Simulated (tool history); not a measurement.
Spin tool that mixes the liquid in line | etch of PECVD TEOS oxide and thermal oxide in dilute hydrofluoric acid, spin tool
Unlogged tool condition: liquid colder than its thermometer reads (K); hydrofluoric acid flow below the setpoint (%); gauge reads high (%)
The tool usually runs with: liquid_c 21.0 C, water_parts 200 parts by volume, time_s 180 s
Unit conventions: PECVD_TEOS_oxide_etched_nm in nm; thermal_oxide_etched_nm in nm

run,day,liquid_c,water_parts,time_s,wafers since the last listed run,hours since the thermometer was replaced,hours since the hydrofluoric acid flow meter was replaced,hours since the gauge calibration,"read-back film thickness of the PECVD TEOS oxide reference wafer, read on the same gauge (nm)","read-back film thickness of the thermal oxide reference wafer, read on the same gauge (nm)",PECVD_TEOS_oxide_etched_nm,thermal_oxide_etched_nm
1,0.000,21.0,200,180,0,1100.7,1554.3,577.2,150.00,89.979,10.41,3.135
# day 0.508: gauge calibrated
2,1.242,21.0,200,240,215,1130.5,1584.1,17.6,149.98,90.031,13.74,4.199
3,4.104,21.0,200,240,497,1199.2,1652.8,86.3,150.02,90.016,13.51,4.147
4,5.767,21.0,200,180,288,1239.1,1692.7,126.2,150.01,90.006,10.17,3.170
5,8.033,24.0,200,180,393,1293.5,1747.1,180.6,149.99,89.985,11.72,3.474
6,9.854,24.0,200,180,316,1337.2,1790.8,224.3,149.99,90.015,11.58,3.535
7,12.442,24.0,200,180,449,1399.3,1852.9,286.4,150.01,89.996,11.38,3.484
8,20.542,23.5,200,250,1407,1593.7,2047.3,480.8,150.01,90.012,15.30,4.663
9,21.738,21.0,200,115,207,1622.4,2076.0,509.5,150.03,90.023,6.49,1.990
# day 22.154: gauge calibrated
# day 22.888: thermometer replaced
10,22.983,21.0,200,115,209,2.3,2105.9,19.9,150.03,90.019,7.05,2.163
11,24.317,21.0,200,115,231,34.3,2137.9,51.9,149.98,89.992,7.09,2.156
12,26.058,24.5,270,110,302,76.1,2179.7,93.7,149.99,90.034,5.25,1.619
13,29.004,24.5,135,100,511,146.8,2250.4,164.4,149.96,90.004,11.05,3.389
14,30.400,19.0,260,70,242,180.3,2283.9,197.9,149.99,90.000,2.90,0.872
# day 31.433: hydrofluoric acid flow meter replaced
15,31.846,18.0,135,210,243,215.0,9.9,232.6,149.98,90.004,18.18,5.386
16,33.762,21.0,200,85,332,261.0,55.9,278.6,150.01,90.015,5.12,1.597
17,36.071,24.5,135,100,400,316.4,111.3,334.0,150.00,90.015,10.85,3.356
18,37.312,21.0,145,180,215,346.2,141.1,363.8,149.99,89.976,15.79,4.887
19,38.933,23.5,200,250,281,385.1,180.0,402.7,150.03,90.021,16.35,5.018
20,40.392,21.0,200,130,253,420.1,215.0,437.7,150.02,90.001,7.87,2.378
21,42.583,24.0,135,115,380,472.7,267.6,490.3,149.99,89.997,12.20,3.738
22,44.908,21.0,200,180,403,528.5,323.4,546.1,150.02,90.004,10.77,3.291

Predict each of these 4 candidate next runs independently; none follows another, all start after run 22:
A,44.929,18.5,200,180,3,529.0,323.9,546.6,?,?,?,?
B,44.929,21.0,285,85,3,529.0,323.9,546.6,?,?,?,?
C,44.929,21.0,200,150,3,529.0,323.9,546.6,?,?,?,?
D,44.929,19.0,170,280,3,529.0,323.9,546.6,?,?,?,?

run,"read-back film thickness of the PECVD TEOS oxide reference wafer, read on the same gauge (nm)","read-back film thickness of the thermal oxide reference wafer, read on the same gauge (nm)",PECVD_TEOS_oxide_etched_nm,thermal_oxide_etched_nm
A,150.00,90.025,9.67,2.993
B,150.00,90.025,3.26,1.009
C,150.00,90.025,8.89,2.750
D,150.00,90.025,18.58,5.749
With no hidden state in the tool, these same runs would have given:
run,PECVD_TEOS_oxide_etched_nm,thermal_oxide_etched_nm
A,10.01,3.096
B,3.37,1.042
C,9.19,2.842
D,19.23,5.950

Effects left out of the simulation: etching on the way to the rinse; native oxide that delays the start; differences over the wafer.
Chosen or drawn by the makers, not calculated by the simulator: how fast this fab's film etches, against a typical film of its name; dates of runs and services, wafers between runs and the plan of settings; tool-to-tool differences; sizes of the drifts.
